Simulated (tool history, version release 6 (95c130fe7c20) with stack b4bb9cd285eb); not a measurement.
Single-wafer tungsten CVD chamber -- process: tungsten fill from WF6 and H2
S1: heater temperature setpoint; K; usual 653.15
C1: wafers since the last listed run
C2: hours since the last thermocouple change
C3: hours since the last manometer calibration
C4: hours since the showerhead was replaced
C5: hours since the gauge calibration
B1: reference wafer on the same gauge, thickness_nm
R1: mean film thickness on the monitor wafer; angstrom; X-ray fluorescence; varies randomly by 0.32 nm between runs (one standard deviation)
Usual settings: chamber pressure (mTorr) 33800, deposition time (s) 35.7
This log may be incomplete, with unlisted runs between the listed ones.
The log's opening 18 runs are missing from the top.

{"run": 19, "hour": 215.6, "S1": 653.15, "chamber pressure (mTorr)": 33800, "deposition time (s)": 33.0, "C1": 285, "C2": 2046.9, "C3": 2364.9, "C4": 6835.6, "C5": 57.4, "B1": 59.447, "R1": 705.47}
{"hour": 237.6, "done": "thermocouple changed; heater temperature recalibrated"}
{"hour": 243.7, "done": "showerhead replaced"}
{"run": 20, "hour": 244.2, "S1": 653.15, "chamber pressure (mTorr)": 39800, "deposition time (s)": 31.4, "C1": 262, "C2": 6.6, "C3": 2393.5, "C4": 0.5, "C5": 86.0, "B1": 59.569, "R1": 638.58}
{"run": 21, "hour": 244.5, "S1": 659.15, "chamber pressure (mTorr)": 25600, "deposition time (s)": 31.7, "C1": 5, "C2": 6.9, "C3": 2393.8, "C4": 0.8, "C5": 86.3, "B1": 59.469, "R1": 611.03}
{"run": 22, "hour": 250.8, "S1": 642.15, "chamber pressure (mTorr)": 38100, "deposition time (s)": 33.0, "C1": 114, "C2": 13.2, "C3": 2400.1, "C4": 7.1, "C5": 92.6, "B1": 59.526, "R1": 524.73}
{"run": 23, "hour": 263.6, "S1": 665.15, "chamber pressure (mTorr)": 39400, "deposition time (s)": 30.9, "C1": 232, "C2": 26.0, "C3": 2412.9, "C4": 19.9, "C5": 105.4, "B1": 59.508, "R1": 802.74}
{"hour": 273.6, "done": "capacitance manometer re-zeroed and calibrated"}
{"run": 24, "hour": 280.9, "S1": 648.15, "chamber pressure (mTorr)": 33800, "deposition time (s)": 39.4, "C1": 169, "C2": 43.3, "C3": 7.3, "C4": 37.2, "C5": 122.7, "B1": 59.514, "R1": 679.05}
{"run": 25, "hour": 292.5, "S1": 653.15, "chamber pressure (mTorr)": 33800, "deposition time (s)": 35.7, "C1": 210, "C2": 54.9, "C3": 18.9, "C4": 48.8, "C5": 134.3, "B1": 59.49, "R1": 681.49}
{"run": 26, "hour": 304.2, "S1": 653.15, "chamber pressure (mTorr)": 33800, "deposition time (s)": 35.7, "C1": 212, "C2": 66.6, "C3": 30.6, "C4": 60.5, "C5": 146.0, "B1": 59.506, "R1": 683.92}
{"run": 27, "hour": 314.9, "S1": 653.15, "chamber pressure (mTorr)": 33800, "deposition time (s)": 35.7, "C1": 194, "C2": 77.3, "C3": 41.3, "C4": 71.2, "C5": 156.7, "B1": 59.453, "R1": 686.68}
{"run": 28, "hour": 321.2, "S1": 653.15, "chamber pressure (mTorr)": 36800, "deposition time (s)": 42.5, "C1": 114, "C2": 83.6, "C3": 47.6, "C4": 77.5, "C5": 163.0, "B1": 59.437, "R1": 851.85}
{"run": 29, "hour": 332.4, "S1": 647.15, "chamber pressure (mTorr)": 33800, "deposition time (s)": 38.4, "C1": 203, "C2": 94.8, "C3": 58.8, "C4": 88.7, "C5": 174.2, "B1": 59.461, "R1": 651.63}
{"run": 30, "hour": 342.9, "S1": 653.15, "chamber pressure (mTorr)": 33800, "deposition time (s)": 35.7, "C1": 190, "C2": 105.3, "C3": 69.3, "C4": 99.2, "C5": 184.7, "B1": 59.493, "R1": 678.74}
{"run": 31, "hour": 356.3, "S1": 659.15, "chamber pressure (mTorr)": 41300, "deposition time (s)": 41.3, "C1": 243, "C2": 118.7, "C3": 82.7, "C4": 112.6, "C5": 198.1, "B1": 59.487, "R1": 971.28}
{"run": 32, "hour": 372.3, "S1": 648.15, "chamber pressure (mTorr)": 37600, "deposition time (s)": 38.6, "C1": 290, "C2": 134.7, "C3": 98.7, "C4": 128.6, "C5": 214.1, "B1": 59.505, "R1": 693.31}
{"run": 33, "hour": 386.9, "S1": 667.15, "chamber pressure (mTorr)": 33800, "deposition time (s)": 33.8, "C1": 265, "C2": 149.3, "C3": 113.3, "C4": 143.2, "C5": 228.7, "B1": 59.441, "R1": 861.13}
{"run": 34, "hour": 429.8, "S1": 653.15, "chamber pressure (mTorr)": 33800, "deposition time (s)": 35.7, "C1": 779, "C2": 192.2, "C3": 156.2, "C4": 186.1, "C5": 271.6, "B1": 59.409, "R1": 691.45}

What if the next run were any one of these 4? Each begins from the tool's condition after run 34:
{"run": "A", "hour": 430.2, "S1": 666.15, "chamber pressure (mTorr)": 33800, "deposition time (s)": 35.7, "C1": 7, "C2": 192.6, "C3": 156.6, "C4": 186.5, "C5": 272.0, "B1": "?", "R1": "?"}
{"run": "B", "hour": 430.2, "S1": 658.15, "chamber pressure (mTorr)": 27200, "deposition time (s)": 29.0, "C1": 7, "C2": 192.6, "C3": 156.6, "C4": 186.5, "C5": 272.0, "B1": "?", "R1": "?"}
{"run": "C", "hour": 430.2, "S1": 653.15, "chamber pressure (mTorr)": 33800, "deposition time (s)": 41.4, "C1": 7, "C2": 192.6, "C3": 156.6, "C4": 186.5, "C5": 272.0, "B1": "?", "R1": "?"}
{"run": "D", "hour": 430.2, "S1": 653.15, "chamber pressure (mTorr)": 29800, "deposition time (s)": 35.7, "C1": 7, "C2": 192.6, "C3": 156.6, "C4": 186.5, "C5": 272.0, "B1": "?", "R1": "?"}

run=A B1=59.499 R1=899.21
run=B B1=59.499 R1=568.44
run=C B1=59.499 R1=800.35
run=D B1=59.499 R1=655.15
Stripped of hidden state, with their random variation kept, the same runs would have yielded:
run=A R1=887.11
run=B R1=560.42
run=C R1=788.88
run=D R1=645.76
